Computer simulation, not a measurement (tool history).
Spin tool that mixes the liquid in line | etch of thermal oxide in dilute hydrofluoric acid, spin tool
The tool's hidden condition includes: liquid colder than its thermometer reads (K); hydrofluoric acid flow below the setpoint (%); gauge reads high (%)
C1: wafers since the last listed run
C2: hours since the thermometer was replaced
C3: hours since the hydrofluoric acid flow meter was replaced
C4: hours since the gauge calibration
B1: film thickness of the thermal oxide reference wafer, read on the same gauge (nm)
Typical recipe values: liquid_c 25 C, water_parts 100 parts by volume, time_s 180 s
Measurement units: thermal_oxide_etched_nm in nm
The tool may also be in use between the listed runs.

Run 1, hour 0: usual settings but liquid_c 22 C; C1 0; C2 815.7; C3 1294.2; C4 423.2; B1 150.03. Result: thermal_oxide_etched_nm 7.86 nm.
Run 2, hour 35.8: usual settings but liquid_c 22 C; C1 237; C2 851.5; C3 1330; C4 459; B1 150.01. Result: thermal_oxide_etched_nm 7.91 nm.
Run 3, hour 61.3: usual settings but time_s 220 s; C1 168; C2 877; C3 1355.5; C4 484.5; B1 149.98. Result: thermal_oxide_etched_nm 10.67 nm.
Run 4, hour 97.6: usual settings but liquid_c 23.5 C; C1 240; C2 913.3; C3 1391.8; C4 520.8; B1 150.02. Result: thermal_oxide_etched_nm 8.34 nm.
Run 5, hour 120.8: usual settings but liquid_c 23.5 C; C1 153; C2 936.5; C3 1415; C4 544; B1 150.02. Result: thermal_oxide_etched_nm 8.27 nm.
Run 6, hour 144.9: usual settings; C1 159; C2 960.6; C3 1439.1; C4 568.1; B1 149.99. Result: thermal_oxide_etched_nm 8.86 nm.
Run 7, hour 175.1: usual settings; C1 200; C2 990.8; C3 1469.3; C4 598.3; B1 150.01. Result: thermal_oxide_etched_nm 8.87 nm.
Run 8, hour 197.2: usual settings; C1 146; C2 1012.9; C3 1491.4; C4 620.4; B1 149.99. Result: thermal_oxide_etched_nm 9 nm.
At hour 255.3: hydrofluoric acid flow meter replaced.
Run 9, hour 255.9: usual settings but liquid_c 28.5 C; C1 382; C2 1071.6; C3 0.6; C4 679.1; B1 150.01. Result: thermal_oxide_etched_nm 10.11 nm.
Run 10, hour 270.9: usual settings but liquid_c 26.5 C, time_s 220 s; C1 99; C2 1086.6; C3 15.6; C4 694.1; B1 149.98. Result: thermal_oxide_etched_nm 11.58 nm.
Run 11, hour 363.5: usual settings but liquid_c 26.5 C, time_s 220 s; C1 613; C2 1179.2; C3 108.2; C4 786.7; B1 149.99. Result: thermal_oxide_etched_nm 11.62 nm.
Run 12, hour 420: usual settings; C1 374; C2 1235.7; C3 164.7; C4 843.2; B1 149.99. Result: thermal_oxide_etched_nm 8.85 nm.
Run 13, hour 439.6: usual settings; C1 129; C2 1255.3; C3 184.3; C4 862.8; B1 150.02. Result: thermal_oxide_etched_nm 8.84 nm.
At hour 458.5: gauge calibrated.
Run 14, hour 459: usual settings; C1 128; C2 1274.7; C3 203.7; C4 0.5; B1 149.99. Result: thermal_oxide_etched_nm 8.75 nm.
Run 15, hour 473.3: usual settings; C1 94; C2 1289; C3 218; C4 14.8; B1 149.99. Result: thermal_oxide_etched_nm 8.83 nm.
Run 16, hour 493.4: usual settings but liquid_c 23 C, water_parts 130 parts by volume; C1 133; C2 1309.1; C3 238.1; C4 34.9; B1 150.02. Result: thermal_oxide_etched_nm 6.23 nm.
Run 17, hour 520.5: usual settings but liquid_c 23.5 C, water_parts 55 parts by volume; C1 179; C2 1336.2; C3 265.2; C4 62; B1 150.02. Result: thermal_oxide_etched_nm 16.06 nm.
Run 18, hour 544: usual settings but water_parts 140 parts by volume; C1 155; C2 1359.7; C3 288.7; C4 85.5; B1 150.04. Result: thermal_oxide_etched_nm 6.08 nm.
Run 19, hour 560.4: usual settings but liquid_c 29.5 C, water_parts 115 parts by volume, time_s 275 s; C1 108; C2 1376.1; C3 305.1; C4 101.9; B1 150.01. Result: thermal_oxide_etched_nm 13.64 nm.
Run 20, hour 582.5: usual settings but liquid_c 21.5 C, water_parts 150 parts by volume, time_s 80 s; C1 146; C2 1398.2; C3 327.2; C4 124; B1 150.02. Result: thermal_oxide_etched_nm 2.19 nm.
Run 21, hour 617.1: usual settings; C1 229; C2 1432.8; C3 361.8; C4 158.6; B1 149.97. Result: thermal_oxide_etched_nm 8.92 nm.
At hour 628.1: thermometer replaced.
Run 22, hour 649.5: usual settings; C1 207; C2 21.4; C3 394.2; C4 191; B1 149.99. Result: thermal_oxide_etched_nm 8.83 nm.
Run 23, hour 692.4: usual settings; C1 284; C2 64.3; C3 437.1; C4 233.9; B1 149.97. Result: thermal_oxide_etched_nm 8.84 nm.
Run 24, hour 717.7: usual settings but liquid_c 23.5 C, water_parts 55 parts by volume; C1 167; C2 89.6; C3 462.4; C4 259.2; B1 150. Result: thermal_oxide_etched_nm 16.17 nm.
Run 25, hour 731: usual settings; C1 88; C2 102.9; C3 475.7; C4 272.5; B1 150.02. Result: thermal_oxide_etched_nm 8.87 nm.
Run 26, hour 759.4: usual settings; C1 188; C2 131.3; C3 504.1; C4 300.9; B1 149.96. Result: thermal_oxide_etched_nm 8.94 nm.
Run 27, hour 837.6: usual settings but liquid_c 29.5 C, water_parts 115 parts by volume, time_s 120 s; C1 517; C2 209.5; C3 582.3; C4 379.1; B1 150.06. Result: thermal_oxide_etched_nm 5.98 nm.
Run 28, hour 870.1: usual settings but time_s 135 s; C1 215; C2 242; C3 614.8; C4 411.6; B1 150. Result: thermal_oxide_etched_nm 6.68 nm.
Run 29, hour 895.1: usual settings but liquid_c 26.5 C, water_parts 150 parts by volume; C1 165; C2 267; C3 639.8; C4 436.6; B1 149.97. Result: thermal_oxide_etched_nm 5.9 nm.
Run 30, hour 913.7: usual settings but liquid_c 23.5 C, time_s 285 s; C1 123; C2 285.6; C3 658.4; C4 455.2; B1 149.98. Result: thermal_oxide_etched_nm 13.47 nm.
Run 31, hour 927.1: usual settings but liquid_c 29 C, water_parts 140 parts by volume, time_s 115 s; C1 88; C2 299; C3 671.8; C4 468.6; B1 150. Result: thermal_oxide_etched_nm 4.44 nm.
Run 32, hour 959.5: usual settings but liquid_c 27.5 C, time_s 95 s; C1 214; C2 331.4; C3 704.2; C4 501; B1 149.98. Result: thermal_oxide_etched_nm 5.14 nm.
Run 33, hour 992.6: usual settings but liquid_c 21.5 C, water_parts 125 parts by volume, time_s 285 s; C1 219; C2 364.5; C3 737.3; C4 534.1; B1 150.01. Result: thermal_oxide_etched_nm 9.32 nm.

Consider 5 possible next runs. They are alternatives, not a sequence: every one starts from the tool as it was left by run 33. What does each give?
Run A, hour 993.1: usual settings; C1 3; C2 365; C3 737.8; C4 534.6; B1 ?. Result: thermal_oxide_etched_nm ?.
Run B, hour 993.1: usual settings but time_s 240 s; C1 3; C2 365; C3 737.8; C4 534.6; B1 ?. Result: thermal_oxide_etched_nm ?.
Run C, hour 993.1: usual settings but liquid_c 29.5 C, time_s 110 s; C1 3; C2 365; C3 737.8; C4 534.6; B1 ?. Result: thermal_oxide_etched_nm ?.
Run D, hour 993.1: usual settings but liquid_c 23 C, time_s 110 s; C1 3; C2 365; C3 737.8; C4 534.6; B1 ?. Result: thermal_oxide_etched_nm ?.
Run E, hour 993.1: usual settings but liquid_c 29.5 C, time_s 215 s; C1 3; C2 365; C3 737.8; C4 534.6; B1 ?. Result: thermal_oxide_etched_nm ?.

run   B1  thermal_oxide_etched_nm
  A  150                     8.82
  B  150                    11.76
  C  150                     6.41
  D  150                     4.98
  E  150                    12.52
The same runs, with their run-to-run variation unchanged, on a tool lacking any hidden condition would have given:
run  thermal_oxide_etched_nm
  A                     8.82
  B                    11.76
  C                     6.41
  D                     4.98
  E                    12.52
